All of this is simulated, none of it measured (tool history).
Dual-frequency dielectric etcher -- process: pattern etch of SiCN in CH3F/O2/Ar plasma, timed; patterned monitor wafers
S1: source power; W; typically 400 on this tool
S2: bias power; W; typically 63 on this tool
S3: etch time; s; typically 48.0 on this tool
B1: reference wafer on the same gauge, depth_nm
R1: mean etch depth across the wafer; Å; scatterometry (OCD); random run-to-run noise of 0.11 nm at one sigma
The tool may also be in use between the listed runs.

run 1 hour=0.0 | S1=400 S2=63 S3=48.0 | B1=18.62 | R1=175.9
run 2 hour=75.4 | S1=400 S2=63 S3=48.0 | B1=18.58 | R1=175.0
run 3 hour=182.2 | S1=400 S2=63 S3=48.0 | B1=18.61 | R1=174.2
run 4 hour=251.5 | S1=400 S2=63 S3=48.0 | B1=18.61 | R1=175.1
-- hour=359.0 wet clean of the chamber
run 5 hour=359.5 | S1=400 S2=63 S3=48.0 | B1=18.62 | R1=175.5
run 6 hour=414.2 | S1=400 S2=63 S3=48.0 | B1=18.57 | R1=174.5
run 7 hour=478.0 | S1=400 S2=75 S3=40.5 | B1=18.61 | R1=154.7
run 8 hour=583.2 | S1=400 S2=63 S3=48.0 | B1=18.58 | R1=173.9
run 9 hour=647.5 | S1=400 S2=63 S3=48.0 | B1=18.62 | R1=172.9

Run 10 has not been measured yet. What should we expect?
run 10 hour=727.7 | S1=400 S2=51 S3=48.0 | B1=? | R1=?

For run 10 the tool returned B1 18.61, R1 165.2 Å.
With the hidden condition absent and the run-to-run variation left alone, this run would have shown R1 165.2 Å.
